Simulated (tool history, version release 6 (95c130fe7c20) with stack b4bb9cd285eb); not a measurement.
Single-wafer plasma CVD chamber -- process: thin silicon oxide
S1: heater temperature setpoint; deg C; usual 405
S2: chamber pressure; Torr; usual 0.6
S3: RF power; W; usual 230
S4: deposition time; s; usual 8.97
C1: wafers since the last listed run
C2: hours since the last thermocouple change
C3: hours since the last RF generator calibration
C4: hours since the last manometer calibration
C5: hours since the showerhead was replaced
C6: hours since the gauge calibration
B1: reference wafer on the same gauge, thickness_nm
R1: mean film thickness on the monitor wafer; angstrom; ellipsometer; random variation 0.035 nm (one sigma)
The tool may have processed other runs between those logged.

run	hour	S1	S2	S3	S4	C1	C2	C3	C4	C5	C6	B1	R1
1	0	405	0.6	230	8.97	0	2895.1	628.5	574.5	6283	1473.4	10.854	100.29
2	76.1	405	0.6	230	8.97	2330	2971.2	704.6	650.6	6359.1	1549.5	10.836	99.87
# hour 103.2: thermocouple changed; heater temperature recalibrated
3	181.7	405	0.6	230	8.97	2988	78.5	810.2	756.2	6464.7	1655.1	10.839	100.07
4	240.7	405	0.6	230	8.97	1806	137.5	869.2	815.2	6523.7	1714.1	10.826	99.79
# hour 259.8: RF generator calibrated
5	285.3	405	0.6	230	8.97	1120	182.1	25.5	859.8	6568.3	1758.7	10.819	99.58
6	373.6	394	0.6	230	8.97	2703	270.4	113.8	948.1	6656.6	1847	10.83	100.82
7	429.2	405	0.6	230	8.97	1702	326	169.4	1003.7	6712.2	1902.6	10.805	99.45
8	488.9	405	0.6	230	8.97	1828	385.7	229.1	1063.4	6771.9	1962.3	10.798	99.35
9	526.4	405	0.671	230	8.97	1148	423.2	266.6	1100.9	6809.4	1999.8	10.804	110.92
10	575.5	405	0.6	230	8.97	1503	472.3	315.7	1150	6858.5	2048.9	10.784	99.96
11	621.3	405	0.534	230	8.97	1402	518.1	361.5	1195.8	6904.3	2094.7	10.776	88
# hour 649.1: capacitance manometer re-zeroed and calibrated
12	686.4	405	0.6	220	8.97	1748	583.2	426.6	37.3	6969.4	2159.8	10.771	96.27
# hour 713.8: showerhead replaced
13	725.2	405	0.6	250	7.32	943	622	465.4	76.1	11.4	2198.6	10.783	85.02
14	764.1	419	0.6	265	8.97	1191	660.9	504.3	115	50.3	2237.5	10.757	107.19
# hour 812.9: gauge calibrated
15	821.2	405	0.6	195	8.97	1748	718	561.4	172.1	107.4	8.3	11	91.04
16	920.6	394	0.6	205	7.9	3043	817.4	660.8	271.5	206.8	107.7	10.992	82.88
17	991.9	405	0.6	230	8.97	2183	888.7	732.1	342.8	278.1	179	10.998	101.61
18	1087.6	405	0.6	230	8.97	2930	984.4	827.8	438.5	373.8	274.7	10.978	101.45
# hour 1123.9: RF generator calibrated
19	1179	405	0.6	230	8.97	2553	1075.8	55.1	529.9	465.2	366.1	10.985	101.35
20	1488.7	405	0.6	275	8.97	9483	1385.5	364.8	839.6	774.9	675.8	10.935	111.11
21	1561.3	405	0.674	230	8.97	2223	1458.1	437.4	912.2	847.5	748.4	10.916	112.96
22	1634.9	405	0.536	230	8.97	2253	1531.7	511	985.8	921.1	822	10.908	90.01
23	1724.9	405	0.64	265	8.97	2755	1621.7	601	1075.8	1011.1	912	10.906	115.82
24	1798.4	405	0.6	230	10.71	2250	1695.2	674.5	1149.3	1084.6	985.5	10.897	119.83
25	1857.5	412	0.517	255	9.95	1809	1754.3	733.6	1208.4	1143.7	1044.6	10.902	101.23
26	1911.4	419	0.699	230	8.97	1650	1808.2	787.5	1262.3	1197.6	1098.5	10.884	115.68

Predict the results of run 27:
27	2007.8	405	0.6	230	8.97	2951	1904.6	883.9	1358.7	1294	1194.9	?	?

B1: 10.866
R1: 100.23 angstrom
The same run, on a tool lacking any hidden state, would have yielded R1 101.4 angstrom.
